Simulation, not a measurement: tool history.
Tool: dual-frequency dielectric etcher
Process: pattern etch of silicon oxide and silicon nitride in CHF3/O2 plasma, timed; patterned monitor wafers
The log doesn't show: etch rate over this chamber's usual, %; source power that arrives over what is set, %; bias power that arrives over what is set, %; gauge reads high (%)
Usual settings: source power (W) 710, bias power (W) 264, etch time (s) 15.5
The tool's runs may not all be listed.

run	hour	source power (W)	bias power (W)	etch time (s)	wafers since the last listed run	hours since the last wet clean	hours since the last source power generator calibration	hours since the last bias power generator calibration	hours since the last upper electrode change	hours since the gauge calibration	read-back reference wafer on the same gauge, depth_nm	mean etch depth across the wafer (angstrom)
1	0.0	750	264	12.0	0	323.3	2627.2	3512.7	4083.0	348.7	30.34	214.5
# hour 14.7: wet clean of the chamber
2	88.6	750	264	12.0	811	73.9	2715.8	3601.3	4171.6	437.3	30.33	214.7
3	137.1	750	264	12.0	532	122.4	2764.3	3649.8	4220.1	485.8	30.36	214.1
4	192.0	710	264	15.5	603	177.3	2819.2	3704.7	4275.0	540.7	30.23	269.6
5	295.1	710	264	15.5	1132	280.4	2922.3	3807.8	4378.1	643.8	30.18	268.5
6	344.6	850	264	15.5	543	329.9	2971.8	3857.3	4427.6	693.3	30.22	295.7
# hour 446.9: wet clean of the chamber
# hour 553.8: upper electrode replaced
7	554.3	850	264	15.5	1776	107.4	3181.5	4067.0	0.5	903.0	30.09	293.6
8	581.8	850	264	15.5	302	134.9	3209.0	4094.5	28.0	930.5	29.99	294.4
9	633.4	710	249	15.5	566	186.5	3260.6	4146.1	79.6	982.1	29.91	261.3
10	684.4	710	249	15.5	560	237.5	3311.6	4197.1	130.6	1033.1	29.92	261.4
11	720.9	550	264	13.0	400	274.0	3348.1	4233.6	167.1	1069.6	29.87	191.0
# hour 767.6: source power generator calibrated
# hour 780.7: wet clean of the chamber
12	781.2	580	285	12.0	474	0.5	13.6	4293.9	227.4	1129.9	29.87	187.3
# hour 789.5: gauge calibrated
13	829.5	710	264	15.5	530	48.8	61.9	4342.2	275.7	40.0	30.27	270.0
14	912.4	890	207	18.5	910	131.7	144.8	4425.1	358.6	122.9	30.32	338.7
# hour 980.1: bias power generator calibrated
15	1012.9	610	264	13.0	1059	232.2	245.3	32.8	459.1	223.4	30.26	206.7
16	1051.9	580	303	13.5	428	271.2	284.3	71.8	498.1	262.4	30.25	217.0
17	1097.3	710	224	13.0	498	316.6	329.7	117.2	543.5	307.8	30.25	217.0
# hour 1138.9: wet clean of the chamber
18	1204.4	710	264	15.5	912	65.5	436.8	224.3	650.6	414.9	30.24	269.4
19	1289.3	800	303	15.5	932	150.4	521.7	309.2	735.5	499.8	30.18	297.5
20	1360.6	710	249	15.5	783	221.7	593.0	380.5	806.8	571.1	30.10	265.7

3 ways to go on from here, each from the tool as it stands after run 20. What would each give?
A	1361.0	710	204	15.5	4	222.1	593.4	380.9	807.2	571.5	?	?
B	1361.0	710	264	14.0	4	222.1	593.4	380.9	807.2	571.5	?	?
C	1361.0	710	328	15.5	4	222.1	593.4	380.9	807.2	571.5	?	?

run	read-back reference wafer on the same gauge, depth_nm	mean etch depth across the wafer (angstrom)
A	30.11	252.5
B	30.11	243.1
C	30.11	285.6
Without the tool's hidden state the same runs would have given:
run	mean etch depth across the wafer (angstrom)
A	253.7
B	244.4
C	287.0
